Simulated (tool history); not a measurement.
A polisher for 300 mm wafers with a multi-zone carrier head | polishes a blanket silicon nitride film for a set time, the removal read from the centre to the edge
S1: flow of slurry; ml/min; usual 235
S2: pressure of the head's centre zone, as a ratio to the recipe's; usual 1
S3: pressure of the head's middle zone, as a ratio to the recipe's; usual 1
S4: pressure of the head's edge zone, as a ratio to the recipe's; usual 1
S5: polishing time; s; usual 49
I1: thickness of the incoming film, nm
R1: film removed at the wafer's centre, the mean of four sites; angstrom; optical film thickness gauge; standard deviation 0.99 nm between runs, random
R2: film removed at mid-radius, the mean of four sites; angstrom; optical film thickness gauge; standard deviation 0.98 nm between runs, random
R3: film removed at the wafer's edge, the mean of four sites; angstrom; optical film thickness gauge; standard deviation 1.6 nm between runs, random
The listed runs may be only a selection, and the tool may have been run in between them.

run 1 hour=0 | S1=215 S2=1 S3=0.88 S4=1 S5=49 | I1=831.6 | R1=1062 R2=934 R3=1073
run 2 hour=21.6 | S1=235 S2=1 S3=1.11 S4=1 S5=49 | I1=829.9 | R1=1067 R2=1144 R3=1077
run 3 hour=64.1 | S1=235 S2=1 S3=1 S4=1.05 S5=49 | I1=832.4 | R1=1069 R2=1053 R3=1075
-- hour=112.9 worn pad replaced by a new one
run 4 hour=139.8 | S1=235 S2=0.89 S3=0.93 S4=1.05 S5=37 | I1=832.4 | R1=748 R2=761 R3=843
-- hour=153.8 centre zone pressure recalibrated
run 5 hour=154.3 | S1=235 S2=1 S3=1 S4=1 S5=49 | I1=839.1 | R1=1107 R2=1068 R3=1089
-- hour=162.7 slurry nozzle cleaned
-- hour=172.5 carrier head's membrane replaced by a new one
run 6 hour=173 | S1=235 S2=1 S3=1 S4=1 S5=49 | I1=827.4 | R1=1099 R2=1044 R3=1077
run 7 hour=191.4 | S1=235 S2=1 S3=1.09 S4=0.91 S5=65 | I1=825.7 | R1=1416 R2=1497 R3=1346
run 8 hour=225.5 | S1=235 S2=1 S3=1 S4=1 S5=49 | I1=823.1 | R1=1064 R2=1052 R3=1075
run 9 hour=250.8 | S1=265 S2=1 S3=1.11 S4=1.11 S5=49 | I1=833.2 | R1=1090 R2=1158 R3=1104
run 10 hour=269.1 | S1=235 S2=1 S3=0.89 S4=1.09 S5=35 | I1=844 | R1=757 R2=666 R3=789
run 11 hour=288.3 | S1=310 S2=1 S3=1 S4=1.04 S5=66 | I1=838.6 | R1=1430 R2=1439 R3=1441
run 12 hour=309.4 | S1=235 S2=1.05 S3=1 S4=1.1 S5=49 | I1=841.1 | R1=1088 R2=1009 R3=1081
run 13 hour=321.7 | S1=235 S2=1 S3=1 S4=1 S5=45 | I1=836.6 | R1=955 R2=926 R3=966
run 14 hour=338 | S1=235 S2=1 S3=1 S4=1 S5=49 | I1=833 | R1=1035 R2=1012 R3=1031
-- hour=343.1 worn pad replaced by a new one
run 15 hour=360.8 | S1=275 S2=0.88 S3=0.94 S4=1.04 S5=49 | I1=823.9 | R1=983 R2=1031 R3=1152
run 16 hour=389.4 | S1=235 S2=1 S3=1 S4=1 S5=49 | I1=826.4 | R1=1098 R2=1083 R3=1080
run 17 hour=422.9 | S1=235 S2=1 S3=1 S4=1 S5=49 | I1=839.5 | R1=1082 R2=1056 R3=1105
run 18 hour=438.7 | S1=160 S2=1.05 S3=1 S4=0.94 S5=49 | I1=829.6 | R1=1084 R2=1037 R3=1012
run 19 hour=463 | S1=190 S2=1.04 S3=1 S4=0.92 S5=49 | I1=840.3 | R1=1085 R2=1023 R3=1000
run 20 hour=482.4 | S1=305 S2=1 S3=1 S4=1 S5=49 | I1=841.5 | R1=1104 R2=1067 R3=1069
run 21 hour=496.9 | S1=235 S2=1.1 S3=0.94 S4=0.88 S5=49 | I1=824.5 | R1=1155 R2=990 R3=997

Branching from run 21: 5 alternative next runs. What would each branch give?
run A hour=497.3 | S1=235 S2=1 S3=1 S4=1 S5=49 | I1=833.2 | R1=? R2=? R3=?
run B hour=497.3 | S1=215 S2=1 S3=1 S4=1 S5=61 | I1=833.2 | R1=? R2=? R3=?
run C hour=497.3 | S1=210 S2=1.1 S3=0.89 S4=1 S5=49 | I1=833.2 | R1=? R2=? R3=?
run D hour=497.3 | S1=235 S2=0.96 S3=1 S4=0.96 S5=36 | I1=833.2 | R1=? R2=? R3=?
run E hour=497.3 | S1=235 S2=1.05 S3=1 S4=1 S5=49 | I1=833.2 | R1=? R2=? R3=?

run=A R1=1064 R2=1022 R3=1051
run=B R1=1314 R2=1264 R3=1302
run=C R1=1159 R2=919 R3=1046
run=D R1=750 R2=751 R3=758
run=E R1=1118 R2=1022 R3=1051
What these runs would have given with no unlogged condition in the tool:
run=A R1=1125 R2=1081 R3=1112
run=B R1=1390 R2=1336 R3=1377
run=C R1=1225 R2=971 R3=1106
run=D R1=793 R2=795 R3=801
run=E R1=1182 R2=1081 R3=1112
